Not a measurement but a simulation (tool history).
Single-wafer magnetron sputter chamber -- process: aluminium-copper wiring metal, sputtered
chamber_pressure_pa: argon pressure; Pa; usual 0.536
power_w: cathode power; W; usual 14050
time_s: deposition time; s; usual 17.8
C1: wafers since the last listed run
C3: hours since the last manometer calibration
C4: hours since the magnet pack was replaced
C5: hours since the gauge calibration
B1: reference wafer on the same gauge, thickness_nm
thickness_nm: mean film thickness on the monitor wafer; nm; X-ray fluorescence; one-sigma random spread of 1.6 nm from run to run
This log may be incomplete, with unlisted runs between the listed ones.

{"run": 1, "hour": 0.0, "chamber_pressure_pa": 0.536, "power_w": 14050, "time_s": 17.8, "C1": 0, "wafers on the sputter target": 644, "C3": 2121.6, "C4": 5534.8, "C5": 981.2, "B1": 393.039, "thickness_nm": 394.758}
{"run": 2, "hour": 103.4, "chamber_pressure_pa": 0.536, "power_w": 14050, "time_s": 17.8, "C1": 1965, "wafers on the sputter target": 2609, "C3": 2225.0, "C4": 5638.2, "C5": 1084.6, "B1": 391.781, "thickness_nm": 390.686}
{"run": 3, "hour": 189.5, "chamber_pressure_pa": 0.536, "power_w": 14050, "time_s": 17.8, "C1": 1636, "wafers on the sputter target": 4245, "C3": 2311.1, "C4": 5724.3, "C5": 1170.7, "B1": 391.203, "thickness_nm": 390.304}
{"run": 4, "hour": 297.0, "chamber_pressure_pa": 0.536, "power_w": 14050, "time_s": 17.8, "C1": 2043, "wafers on the sputter target": 6288, "C3": 2418.6, "C4": 5831.8, "C5": 1278.2, "B1": 389.579, "thickness_nm": 387.833}
{"run": 5, "hour": 375.1, "chamber_pressure_pa": 0.683, "power_w": 14050, "time_s": 20.5, "C1": 1484, "wafers on the sputter target": 7773, "C3": 2496.7, "C4": 5909.9, "C5": 1356.3, "B1": 388.808, "thickness_nm": 408.533}
{"hour": 472.5, "done": "sputter target and shields replaced"}
{"run": 6, "hour": 473.0, "chamber_pressure_pa": 0.683, "power_w": 14050, "time_s": 20.5, "C1": 1708, "wafers on the sputter target": 9, "C3": 2594.6, "C4": 6007.8, "C5": 1454.2, "B1": 387.356, "thickness_nm": 401.227}
{"run": 7, "hour": 517.4, "chamber_pressure_pa": 0.536, "power_w": 14050, "time_s": 17.8, "C1": 843, "wafers on the sputter target": 853, "C3": 2639.0, "C4": 6052.2, "C5": 1498.6, "B1": 386.861, "thickness_nm": 385.849}
{"run": 8, "hour": 598.2, "chamber_pressure_pa": 0.536, "power_w": 14050, "time_s": 17.8, "C1": 1535, "wafers on the sputter target": 2389, "C3": 2719.8, "C4": 6133.0, "C5": 1579.4, "B1": 385.271, "thickness_nm": 384.457}
{"hour": 667.9, "done": "capacitance manometer re-zeroed and calibrated"}
{"run": 9, "hour": 686.6, "chamber_pressure_pa": 0.536, "power_w": 14050, "time_s": 17.8, "C1": 1528, "wafers on the sputter target": 3917, "C3": 18.7, "C4": 6221.4, "C5": 1667.8, "B1": 383.369, "thickness_nm": 383.179}
{"hour": 693.1, "done": "gauge calibrated"}
{"run": 10, "hour": 751.4, "chamber_pressure_pa": 0.39, "power_w": 14050, "time_s": 15.8, "C1": 1231, "wafers on the sputter target": 5149, "C3": 83.5, "C4": 6286.2, "C5": 58.3, "B1": 394.731, "thickness_nm": 383.982}

Run 11 has not been measured yet. What should we expect?
{"run": 11, "hour": 851.1, "chamber_pressure_pa": 0.536, "power_w": 10700, "time_s": 17.8, "C1": 1894, "wafers on the sputter target": 7044, "C3": 183.2, "C4": 6385.9, "C5": 158.0, "B1": "?", "thickness_nm": "?"}

{"run 11": {"B1": 394.496, "thickness_nm": 298.268}}
If the tool had no hidden condition, the same run with the same run-to-run variation would have returned thickness_nm 299.443 nm.

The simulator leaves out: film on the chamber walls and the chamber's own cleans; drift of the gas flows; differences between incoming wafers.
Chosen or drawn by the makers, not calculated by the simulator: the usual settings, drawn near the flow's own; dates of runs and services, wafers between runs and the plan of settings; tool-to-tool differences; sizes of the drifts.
